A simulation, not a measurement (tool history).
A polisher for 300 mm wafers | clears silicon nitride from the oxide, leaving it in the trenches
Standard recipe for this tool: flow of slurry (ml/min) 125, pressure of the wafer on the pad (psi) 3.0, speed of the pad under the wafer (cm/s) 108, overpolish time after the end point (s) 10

run	hour	flow of slurry (ml/min)	pressure of the wafer on the pad (psi)	speed of the pad under the wafer (cm/s)	overpolish time after the end point (s)	wafers since the last listed run	wafers polished on this pad	hours since the slurry nozzle was cleaned	hours since the head pressure was calibrated	incoming thickness of the incoming film, nm	time until the end point was called (s)
1	0.0	125	3.0	108	10	0	696	505.9	1039.8	130.6	131.0
2	8.4	125	3.0	100	10	75	771	514.3	1048.2	132.0	143.9
3	18.6	125	3.0	100	10	91	863	524.5	1058.4	130.5	146.7
4	26.3	125	3.0	108	10	69	932	532.2	1066.1	129.1	131.9
5	37.6	125	3.0	108	10	101	1034	543.5	1077.4	129.1	136.5
6	43.8	125	3.0	108	10	55	1089	549.7	1083.6	130.7	137.6
# hour 50.8: worn pad replaced by a new one
7	55.7	105	3.0	108	10	70	44	561.6	1095.5	129.0	126.6
# hour 63.5: head pressure recalibrated
8	70.1	125	3.0	108	10	111	155	576.0	6.6	132.5	126.4
9	80.6	125	3.0	108	10	94	249	586.5	17.1	130.9	126.1
10	94.9	125	3.0	108	10	128	378	600.8	31.4	127.7	123.1
11	106.9	125	3.0	108	10	107	485	612.8	43.4	129.1	127.8
12	121.6	125	3.0	108	10	131	617	627.5	58.1	127.9	132.6
# hour 129.1: slurry nozzle cleaned
13	136.4	125	3.6	84	10	123	741	7.3	72.9	130.2	135.1
14	149.2	125	3.0	126	10	114	856	20.1	85.7	131.4	108.2
15	157.7	125	3.0	108	10	76	932	28.6	94.2	130.3	127.3
16	164.4	125	3.8	94	7	60	992	35.3	100.9	128.2	116.4
17	175.9	125	2.3	108	5	103	1095	46.8	112.4	129.4	169.5
18	192.3	155	3.8	144	16	147	1243	63.2	128.8	129.3	74.7
# hour 196.6: worn pad replaced by a new one
19	202.1	125	3.0	108	15	52	49	73.0	138.6	130.4	114.5
20	211.8	150	2.0	122	12	87	136	82.7	148.3	131.6	150.4
21	218.4	145	3.0	80	10	59	195	89.3	154.9	130.7	155.9
22	226.1	125	3.0	108	10	69	265	97.0	162.6	131.4	119.4
23	243.8	125	3.0	84	10	158	423	114.7	180.3	130.0	155.1
24	254.8	125	3.0	108	10	98	522	125.7	191.3	127.6	118.1
25	266.7	90	3.0	108	5	106	629	137.6	203.2	131.3	133.6
26	273.6	125	3.0	120	14	61	691	144.5	210.1	128.1	108.6
27	288.9	125	3.0	108	10	137	828	159.8	225.4	131.4	126.8
28	306.8	125	3.0	108	10	160	989	177.7	243.3	131.8	130.3
29	322.2	125	2.7	108	10	138	1127	193.1	258.7	131.0	145.2
30	329.2	165	3.4	144	12	62	1190	200.1	265.7	131.6	84.9
# hour 337.2: worn pad replaced by a new one
31	339.7	125	3.0	108	10	58	22	210.6	276.2	128.5	113.1
32	356.1	125	3.0	108	10	147	169	227.0	292.6	129.3	117.2
33	362.4	125	3.5	108	15	56	226	233.3	298.9	132.2	103.4
34	378.7	125	3.0	108	10	146	372	249.6	315.2	128.0	118.1
35	391.1	125	3.0	88	10	111	484	262.0	327.6	130.1	149.8
36	397.7	85	2.5	120	12	59	543	268.6	334.2	130.6	142.8

Predict each of these 5 candidate next runs independently; none follows another, all start after run 36:
A	398.2	125	3.0	108	10	4	547	269.1	334.7	130.6	?
B	398.2	110	3.0	108	7	4	547	269.1	334.7	130.6	?
C	398.2	165	3.0	80	10	4	547	269.1	334.7	130.6	?
D	398.2	110	3.0	142	8	4	547	269.1	334.7	130.6	?
E	398.2	110	3.0	98	10	4	547	269.1	334.7	130.6	?

run	time until the end point was called (s)
A	121.7
B	124.7
C	156.7
D	94.8
E	137.4
With no hidden state in the tool, these same runs would have given:
run	time until the end point was called (s)
A	113.4
B	116.1
C	146.4
D	88.3
E	127.9
